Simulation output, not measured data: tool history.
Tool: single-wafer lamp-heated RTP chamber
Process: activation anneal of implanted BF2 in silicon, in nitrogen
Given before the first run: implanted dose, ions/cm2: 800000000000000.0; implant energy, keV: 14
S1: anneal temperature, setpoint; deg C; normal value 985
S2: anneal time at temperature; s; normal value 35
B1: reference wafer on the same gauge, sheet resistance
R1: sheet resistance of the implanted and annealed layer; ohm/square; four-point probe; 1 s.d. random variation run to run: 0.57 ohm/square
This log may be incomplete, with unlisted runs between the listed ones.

| run | hour | S1 | S2 | B1 | R1 |
|---|---|---|---|---|---|
| 1 | 0 | 969 | 50 | 238.89 | 260.69 |
| 2 | 10.8 | 969 | 50 | 238.94 | 261.04 |
| 3 | 19.8 | 985 | 35 | 239.01 | 246.53 |
| 4 | 28.9 | 985 | 35 | 238.95 | 246.17 |
| 5 | 42 | 985 | 35 | 239.01 | 245.97 |
|  | 54.6 | pyrometer window cleaned and pyrometer calibrated |
|  | 57.6 | gauge calibrated |
| 6 | 59.1 | 965 | 35 | 238.7 | 285.52 |
| 7 | 65.6 | 965 | 35 | 238.89 | 285.33 |
| 8 | 82.7 | 985 | 35 | 238.87 | 245.3 |
| 9 | 94.8 | 1005 | 28 | 238.84 | 222.19 |
|  | 111.3 | reflector plate cleaned |
| 10 | 112.4 | 964 | 35 | 238.88 | 287.41 |
| 11 | 130.2 | 985 | 28 | 238.98 | 254.11 |
| 12 | 141.9 | 1013 | 35 | 238.88 | 204.74 |
| 13 | 150.7 | 985 | 51 | 239.16 | 231.15 |
|  | 161.8 | gauge calibrated |
| 14 | 162.8 | 962 | 35 | 239.15 | 293.11 |

Here are 4 independent what-if runs from the current tool condition. What would each one return?
| A | 163.2 | 985 | 26 | ? | ? |
| B | 163.2 | 1012 | 30 | ? | ? |
| C | 163.2 | 1001 | 28 | ? | ? |
| D | 163.2 | 997 | 55 | ? | ? |

| run | B1 | R1 |
|---|---|---|
| A | 239.2 | 257.56 |
| B | 239.2 | 210.67 |
| C | 239.2 | 227.88 |
| D | 239.2 | 212.07 |
Had the tool no hidden state, the same runs would have come out as:
| run | R1 |
|---|---|
| A | 257.56 |
| B | 210.67 |
| C | 227.88 |
| D | 212.07 |

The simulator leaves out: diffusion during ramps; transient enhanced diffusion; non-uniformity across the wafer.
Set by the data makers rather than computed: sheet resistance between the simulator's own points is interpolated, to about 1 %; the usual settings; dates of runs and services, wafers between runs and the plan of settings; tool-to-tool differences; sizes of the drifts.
